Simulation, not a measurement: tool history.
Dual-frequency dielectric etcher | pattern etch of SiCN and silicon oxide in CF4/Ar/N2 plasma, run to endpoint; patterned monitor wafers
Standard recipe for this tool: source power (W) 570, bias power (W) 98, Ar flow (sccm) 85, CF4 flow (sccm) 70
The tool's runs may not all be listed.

run,hour,source power (W),bias power (W),Ar flow (sccm),CF4 flow (sccm),"incoming incoming film thickness, nm",endpoint time (s)
1,0.0,650,98,85,70,15.87,11.3
# hour 6.7: Ar flow controller replaced
# hour 23.0: bias power generator calibrated
2,24.9,650,98,85,70,15.81,11.3
# hour 45.8: source power generator calibrated
3,46.3,600,98,85,70,15.78,12.8
# hour 83.1: wet clean of the chamber
4,83.6,570,98,85,70,15.79,13.5
5,86.5,570,98,85,70,15.70,13.4
6,114.1,570,114,85,70,15.94,12.5
# hour 148.5: upper electrode replaced, of another model than before
7,149.0,570,98,85,58,15.76,13.5
8,149.4,460,87,91,83,15.78,23.4
9,179.4,690,106,99,80,15.85,9.3
10,208.4,640,122,92,63,15.76,9.6
11,225.9,570,98,85,70,15.90,13.4
12,243.2,690,108,68,70,15.72,8.6
13,265.4,570,98,85,70,15.83,13.3
14,278.6,570,98,85,60,15.64,13.3
15,292.2,570,98,85,70,15.80,13.3
16,318.8,570,98,103,70,15.82,13.7
17,337.3,500,122,85,70,15.79,15.0
18,364.4,570,98,85,70,15.71,13.2
19,417.0,570,98,85,70,15.83,13.1
20,452.9,490,86,85,70,15.75,19.7

For run 21, what comes out?
21,487.9,570,98,85,70,15.83,?

{"run 21": {"endpoint time (s)": 13.2}}
Had the tool carried no hidden state, the very same run would have given endpoint time (s) 13.7.

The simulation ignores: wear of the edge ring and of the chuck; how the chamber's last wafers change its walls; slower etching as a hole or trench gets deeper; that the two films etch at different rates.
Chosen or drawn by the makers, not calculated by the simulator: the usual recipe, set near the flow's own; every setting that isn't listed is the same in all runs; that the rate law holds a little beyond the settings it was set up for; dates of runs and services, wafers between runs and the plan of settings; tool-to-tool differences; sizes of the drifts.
